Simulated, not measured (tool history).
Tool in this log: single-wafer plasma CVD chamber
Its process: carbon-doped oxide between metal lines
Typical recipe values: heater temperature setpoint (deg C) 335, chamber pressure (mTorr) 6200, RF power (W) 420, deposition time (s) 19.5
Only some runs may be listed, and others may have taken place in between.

run	hour	heater temperature setpoint (deg C)	chamber pressure (mTorr)	RF power (W)	deposition time (s)	wafers since the last listed run	hours since the last thermocouple change	hours since the last RF generator calibration	hours since the last manometer calibration	hours since the showerhead was replaced	hours since the gauge calibration	read-back reference wafer on the same gauge, thickness_nm	mean film thickness on the monitor wafer (Å)
1	0.0	335	6200	420	19.5	0	879.9	1334.4	1049.5	5990.0	72.7	84.523	862.05
2	11.4	335	6200	420	19.5	353	891.3	1345.8	1060.9	6001.4	84.1	84.452	861.22
3	26.8	335	6200	420	19.5	476	906.7	1361.2	1076.3	6016.8	99.5	84.523	861.11
4	35.4	335	6200	420	19.5	266	915.3	1369.8	1084.9	6025.4	108.1	84.497	862.83
5	42.8	335	6200	420	19.5	229	922.7	1377.2	1092.3	6032.8	115.5	84.470	861.19
6	58.7	335	6200	420	19.5	492	938.6	1393.1	1108.2	6048.7	131.4	84.492	858.76
# hour 67.8: gauge calibrated
7	72.8	335	6200	475	19.5	436	952.7	1407.2	1122.3	6062.8	5.0	84.480	934.94
# hour 87.3: thermocouple changed; heater temperature recalibrated
8	87.8	335	6200	420	19.5	216	0.5	1422.2	1137.3	6077.8	20.0	84.531	861.40
9	117.8	327	6200	420	19.5	929	30.5	1452.2	1167.3	6107.8	50.0	84.514	886.95
# hour 131.4: capacitance manometer re-zeroed and calibrated
# hour 132.1: RF generator calibrated
10	132.6	335	6200	355	15.6	188	45.3	0.5	1.2	6122.6	64.8	84.513	649.12
# hour 142.0: showerhead replaced
11	144.2	335	6200	390	19.5	111	56.9	12.1	12.8	2.2	76.4	84.511	861.99
12	160.8	335	6200	465	22.4	514	73.5	28.7	29.4	18.8	93.0	84.549	1109.09
13	186.3	335	6200	420	16.3	789	99.0	54.2	54.9	44.3	118.5	84.514	757.35
14	196.3	335	6200	420	19.5	309	109.0	64.2	64.9	54.3	128.5	84.495	906.66

Alternative continuations, all from the tool just after run 14; predict every row:
A	196.7	335	6200	420	19.5	12	109.4	64.6	65.3	54.7	128.9	?	?
B	196.7	335	7270	490	22.0	12	109.4	64.6	65.3	54.7	128.9	?	?
C	196.7	327	4700	500	22.6	12	109.4	64.6	65.3	54.7	128.9	?	?
D	196.7	329	4720	395	18.4	12	109.4	64.6	65.3	54.7	128.9	?	?
E	196.7	335	6200	420	16.1	12	109.4	64.6	65.3	54.7	128.9	?	?

run	read-back reference wafer on the same gauge, thickness_nm	mean film thickness on the monitor wafer (Å)
A	84.478	902.60
B	84.478	1131.40
C	84.478	1176.04
D	84.478	819.69
E	84.478	747.67
Without the tool's unlogged condition, the same runs would have read:
run	mean film thickness on the monitor wafer (Å)
A	904.23
B	1133.17
C	1177.88
D	821.18
E	749.02
